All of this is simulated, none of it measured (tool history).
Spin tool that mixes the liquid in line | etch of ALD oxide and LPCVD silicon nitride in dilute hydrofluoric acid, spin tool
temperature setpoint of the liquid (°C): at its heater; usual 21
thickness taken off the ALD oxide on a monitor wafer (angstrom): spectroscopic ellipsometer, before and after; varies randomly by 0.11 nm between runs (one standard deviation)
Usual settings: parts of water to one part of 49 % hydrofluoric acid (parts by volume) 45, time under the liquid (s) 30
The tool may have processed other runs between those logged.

run,day,temperature setpoint of the liquid (°C),parts of water to one part of 49 % hydrofluoric acid (parts by volume),time under the liquid (s),wafers since the last listed run,hours since the thermometer was replaced,hours since the hydrofluoric acid flow meter was replaced,hours since the gauge calibration,"read-back film thickness of the ALD oxide reference wafer, read on the same gauge (nm)",thickness taken off the ALD oxide on a monitor wafer (angstrom)
1,0,24,30,30,0,1180.1,327.7,34.9,29.99,306.4
2,0.254,24,30,30,111,1186.2,333.8,41,30.03,302.4
3,0.892,21,45,30,280,1201.5,349.1,56.3,30,175.1
4,1.425,21,45,30,234,1214.3,361.9,69.1,30.01,174.5
5,1.867,21,45,30,194,1224.9,372.5,79.7,30,174.1
6,2.296,21,50,30,188,1235.2,382.8,90,30,156.3
7,2.633,21,50,30,148,1243.3,390.9,98.1,29.99,155.7
# day 2.846: hydrofluoric acid flow meter replaced
8,3.362,21,50,30,302,1260.8,12.4,115.6,30.02,154.7
9,3.962,23.5,40,45,263,1275.2,26.8,130,30,328.2
# day 4.612: gauge calibrated
10,4.671,18,45,50,311,1292.2,43.8,1.4,30.01,253.7
11,5.192,21,45,30,228,1304.7,56.3,13.9,30,173.9
12,5.796,25,40,25,265,1319.2,70.8,28.4,29.99,191.9
# day 6.212: thermometer replaced
13,7.162,23,40,30,582,22.8,103.6,61.2,30,237.6
14,7.717,24,45,30,243,36.1,116.9,74.5,29.98,221.5
15,8.071,18,45,50,155,44.6,125.4,83,30.01,280.8
16,8.679,24.5,30,30,267,59.2,140,97.6,30.01,346.6

State the hidden condition of the tool at each of the runs:
hydrofluoric acid flow above the setpoint (%): 0 on each run
gauge reads high (%): 0 on each run
H1: liquid colder than its thermometer reads (K)
run,H1
1,2.56
2,2.58
3,2.61
4,2.63
5,2.65
6,2.67
7,2.69
8,2.73
9,2.75
10,2.79
11,2.81
12,2.84
13,0.147
14,0.173
15,0.19
16,0.22
